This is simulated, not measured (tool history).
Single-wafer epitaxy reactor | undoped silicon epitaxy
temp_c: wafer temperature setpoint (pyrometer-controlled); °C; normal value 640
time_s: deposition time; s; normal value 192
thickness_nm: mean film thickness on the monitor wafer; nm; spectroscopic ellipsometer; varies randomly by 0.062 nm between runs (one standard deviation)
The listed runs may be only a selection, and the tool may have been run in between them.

run    hour  temp_c  time_s  wafers since the last listed run  hours since the last pyrometer calibration  hours since the gauge calibration  read-back reference wafer on the same gauge, thickness_nm  thickness_nm
  1       0     651     168                                 0                                      1755.3                                291                                                     22.126        27.653
  2    62.5     651     168                               571                                      1817.8                              353.5                                                     22.157        27.688
  3   151.4     651     168                               812                                      1906.7                              442.4                                                     22.212        27.744
  4     188     640     192                               334                                      1943.3                                479                                                     22.209        25.667
  5   227.9     640     192                               364                                      1983.2                              518.9                                                     22.223        25.609
  6   306.4     640     192                               717                                      2061.7                              597.4                                                     22.265        25.591
  7   346.1     640     192                               362                                      2101.4                              637.1                                                     22.259        25.623
  8   424.9     640     192                               720                                      2180.2                              715.9                                                     22.295        25.722
  9   519.5     640     192                               864                                      2274.8                              810.5                                                     22.364        25.809
 10   592.4     640     192                               666                                      2347.7                              883.4                                                     22.389        25.763
        623  -- pyrometer calibrated
 11     669     640     192                               627                                          46                                960                                                     22.396        25.803
 12   764.8     636     192                               875                                       141.8                             1055.8                                                     22.444        23.887
 13   867.1     636     192                               935                                       244.1                             1158.1                                                     22.503        23.975
 14   922.5     644     211                               506                                       299.5                             1213.5                                                     22.521        30.781
 15   970.1     640     192                               435                                       347.1                             1261.1                                                     22.557        26.082
 16    1073     632     154                               940                                         450                               1364                                                     22.599        17.767
     1110.1  -- gauge calibrated
 17  1160.8     648     156                               802                                       537.8                               50.7                                                     21.937        24.039
 18  1237.3     648     156                               699                                       614.3                              127.2                                                     21.973        24.039
 19  1299.5     649     202                               568                                       676.5                              189.4                                                     21.985        31.855
 20  1386.2     636     215                               792                                       763.2                              276.1                                                     22.033        26.333
 21  1438.1     648     156                               474                                       815.1                                328                                                     22.062        24.028
 22  1474.3     652     168                               330                                       851.3                              364.2                                                     22.071        28.113
 23  1523.2     644     221                               447                                       900.2                              413.1                                                     22.096        31.654
 24  1618.7     645     172                               873                                       995.7                              508.6                                                     22.144        25.189
 25  1722.1     636     192                               945                                      1099.1                                612                                                     22.166        23.727
 26  1778.7     645     192                               517                                      1155.7                              668.6                                                     22.185        28.199

Difference, measured minus no-hidden-state, one row per run. Run-to-run variation is common to both terms; the gauge's own scatter need not be:
Hidden state present: wafer temperature above the value expected at the setpoint (K); gauge reads high (%).
run  thickness_nm
  1        +0.162
  2        +0.195
  3        +0.241
  4        +0.241
  5        +0.259
  6        +0.297
  7        +0.316
  8        +0.354
  9          +0.4
 10        +0.434
 11        +0.471
 12        +0.477
 13        +0.524
 14        +0.703
 15        +0.618
 16        +0.454
 17         -0.06
 18        -0.025
 19        +0.005
 20        +0.047
 21        +0.066
 22        +0.097
 23        +0.138
 24        +0.155
 25        +0.191
 26        +0.258
